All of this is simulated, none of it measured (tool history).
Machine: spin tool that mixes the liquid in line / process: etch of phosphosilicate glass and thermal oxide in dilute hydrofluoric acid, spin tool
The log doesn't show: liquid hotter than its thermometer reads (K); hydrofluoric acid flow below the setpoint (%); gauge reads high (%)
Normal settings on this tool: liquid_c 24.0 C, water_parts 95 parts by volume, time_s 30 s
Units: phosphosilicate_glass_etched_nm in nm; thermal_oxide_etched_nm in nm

| run | hour | liquid_c | water_parts | time_s | wafers since the last listed run | hours since the thermometer was replaced | hours since the hydrofluoric acid flow meter was replaced | hours since the gauge calibration | read-back film thickness of the phosphosilicate glass reference wafer, read on the same gauge (nm) | read-back film thickness of the thermal oxide reference wafer, read on the same gauge (nm) | phosphosilicate_glass_etched_nm | thermal_oxide_etched_nm |
|---|---|---|---|---|---|---|---|---|---|---|---|---|
| 1 | 0.0 | 24.0 | 60 | 30 | 0 | 1492.8 | 1351.3 | 1035.0 | 139.99 | 29.996 | 41.40 | 2.311 |
| 2 | 30.4 | 24.0 | 60 | 30 | 532 | 1523.2 | 1381.7 | 1065.4 | 140.02 | 30.016 | 41.58 | 2.272 |
| 3 | 50.6 | 24.0 | 60 | 30 | 353 | 1543.4 | 1401.9 | 1085.6 | 139.99 | 30.001 | 41.89 | 2.229 |
| 4 | 67.5 | 24.0 | 110 | 30 | 296 | 1560.3 | 1418.8 | 1102.5 | 139.99 | 29.973 | 21.11 | 1.162 |
| 5 | 91.8 | 24.0 | 95 | 30 | 425 | 1584.6 | 1443.1 | 1126.8 | 140.00 | 29.967 | 24.89 | 1.352 |
| 6 | 121.5 | 25.5 | 70 | 45 | 520 | 1614.3 | 1472.8 | 1156.5 | 140.02 | 29.999 | 56.39 | 2.999 |
| 7 | 149.0 | 22.0 | 145 | 45 | 481 | 1641.8 | 1500.3 | 1184.0 | 140.00 | 29.998 | 21.38 | 1.205 |
| 8 | 170.1 | 21.0 | 95 | 30 | 369 | 1662.9 | 1521.4 | 1205.1 | 140.02 | 30.007 | 22.00 | 1.199 |
| 9 | 190.2 | 20.0 | 55 | 15 | 352 | 1683.0 | 1541.5 | 1225.2 | 139.98 | 30.009 | 19.00 | 1.044 |
| 10 | 214.6 | 24.0 | 95 | 30 | 427 | 1707.4 | 1565.9 | 1249.6 | 140.00 | 30.003 | 25.17 | 1.275 |
| 11 | 231.8 | 24.0 | 95 | 30 | 301 | 1724.6 | 1583.1 | 1266.8 | 140.01 | 30.011 | 25.00 | 1.315 |
|  | 269.2 | gauge calibrated |
|  | 305.4 | thermometer replaced |
| 12 | 314.6 | 26.0 | 140 | 40 | 1433 | 9.2 | 1665.9 | 45.4 | 140.02 | 30.012 | 23.21 | 1.248 |
| 13 | 335.5 | 28.5 | 140 | 20 | 366 | 30.1 | 1686.8 | 66.3 | 140.00 | 30.010 | 12.36 | 0.685 |
| 14 | 356.1 | 26.5 | 115 | 15 | 360 | 50.7 | 1707.4 | 86.9 | 139.99 | 30.014 | 11.01 | 0.585 |
| 15 | 440.1 | 24.0 | 95 | 30 | 1471 | 134.7 | 1791.4 | 170.9 | 140.01 | 30.010 | 24.87 | 1.329 |
| 16 | 452.9 | 26.0 | 50 | 40 | 224 | 147.5 | 1804.2 | 183.7 | 140.02 | 30.000 | 71.46 | 4.011 |
| 17 | 467.0 | 20.0 | 95 | 45 | 247 | 161.6 | 1818.3 | 197.8 | 140.00 | 30.004 | 31.82 | 1.668 |

For run 18, what comes out?
| 18 | 484.6 | 19.5 | 135 | 30 | 308 | 179.2 | 1835.9 | 215.4 | ? | ? | ? | ? |

{"run 18": {"read-back film thickness of the phosphosilicate glass reference wafer, read on the same gauge (nm)": 140.0, "read-back film thickness of the thermal oxide reference wafer, read on the same gauge (nm)": 29.99, "phosphosilicate_glass_etched_nm": 13.78, "thermal_oxide_etched_nm": 0.797}}
Minus the tool's unlogged condition, the same run would have read phosphosilicate_glass_etched_nm 14.89 nm, thermal_oxide_etched_nm 0.861 nm.
